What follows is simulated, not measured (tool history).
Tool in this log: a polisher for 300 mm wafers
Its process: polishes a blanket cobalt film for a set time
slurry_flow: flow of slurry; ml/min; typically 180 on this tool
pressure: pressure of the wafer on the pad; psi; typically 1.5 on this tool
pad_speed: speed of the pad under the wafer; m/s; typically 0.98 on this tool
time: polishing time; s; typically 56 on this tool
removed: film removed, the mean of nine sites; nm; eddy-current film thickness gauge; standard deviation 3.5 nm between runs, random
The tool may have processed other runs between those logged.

run    hour  slurry_flow  pressure  pad_speed  time  incoming thickness of the incoming film, nm  removed
  1       0          180       1.5        0.8    46                                       1610.9    176.4
  2    76.7          180       1.5        0.8    46                                       1575.8      182
        242  -- head pressure recalibrated
      390.8  -- worn pad replaced by a new one
  3   392.1          180       1.5        0.8    46                                       1562.9    182.4
  4   484.3          180       1.5       0.98    56                                       1571.7    245.1
  5   555.3          180       1.5       0.98    56                                       1572.4    248.8
      594.8  -- slurry nozzle cleaned
  6   849.1          180       1.5       0.98    56                                       1559.7    245.3
  7   919.6          180       1.5       0.98    56                                       1563.9    240.8
  8     981          180       1.5       0.98    56                                       1576.7    234.9
     1072.4  -- head pressure recalibrated
     1075.8  -- worn pad replaced by a new one
  9  1078.7          180       1.5       0.98    56                                       1582.6    248.6
 10    1163          180       1.5       0.98    56                                       1588.2    252.6
 11  1319.4          180       1.5       0.98    56                                       1567.3    239.4
 12  1423.1          180       1.5       0.98    56                                       1579.3    241.7
 13  1461.5          210       1.5       0.98    56                                       1552.9      241
 14    1525          210       1.5       0.98    56                                       1567.3    243.9
     1584.5  -- slurry nozzle cleaned
 15  1594.5          210       1.5       0.98    56                                       1603.8    247.2
 16  1674.8          180       1.5       0.78    56                                         1612      212
 17  1727.1          180       1.5       0.78    56                                         1548    200.9
     1780.2  -- worn pad replaced by a new one
     1794.9  -- head pressure recalibrated
 18  1814.5          120         2       0.98    56                                       1559.2    302.8
 19  1918.7          145       1.3       0.76    49                                       1572.9    161.5
 20  2012.6          180       1.5       1.16    45                                         1580    218.4
 21  2103.9          180       1.5       0.98    56                                       1575.1    249.5
 22  2175.6          180       1.4       0.98    56                                       1574.5    229.6
 23  2218.3          180       1.5       0.98    56                                         1596    240.9
 24    2282          180       1.5       0.98    56                                       1578.1    235.4
 25  2325.1          180       1.1       0.98    62                                       1569.5    207.5
     2412.3  -- worn pad replaced by a new one
 26  2427.2          120       1.5       0.98    37                                       1557.4    155.4
     2429.5  -- slurry nozzle cleaned
     2511.3  -- head pressure recalibrated
 27  2521.2          180       1.5       0.98    56                                       1598.5    247.1
 28  2574.1          155         1        0.7    39                                       1585.6     99.4
 29  2646.3          180       1.5       0.98    56                                       1601.8    249.1
 30    2707          180       1.5       1.18    56                                       1574.8    278.3
 31  2779.2          145       1.5        1.2    56                                       1572.9    270.6
 32  2876.3          180       1.5       1.16    45                                       1609.1    217.5
 33  2915.4          180       1.2       0.78    66                                         1557    201.1
 34  2974.3          125       1.5       0.98    67                                       1587.1    271.1
 35  3038.6          180       1.3       0.98    65                                       1561.5    243.1
 36  3112.7          225       1.5       0.64    56                                       1575.3    188.4
     3183.1  -- head pressure recalibrated
 37  3215.4          200       1.5       1.28    56                                       1571.6    272.7
     3237.3  -- worn pad replaced by a new one
 38  3310.7          205       1.5       1.14    56                                         1569    281.2

What if the next run were any one of these 3? Each begins from the tool's condition after run 38:
  A  3311.1          180       1.5       0.98    56                                       1552.5        ?
  B  3311.1          180       1.9       0.98    71                                       1552.5        ?
  C  3311.1          180       1.5       0.98    41                                       1552.5        ?

run  removed
  A    253.4
  B    395.3
  C    185.5
What these runs would have given with no unlogged condition in the tool:
run  removed
  A    255.4
  B    398.5
  C      187
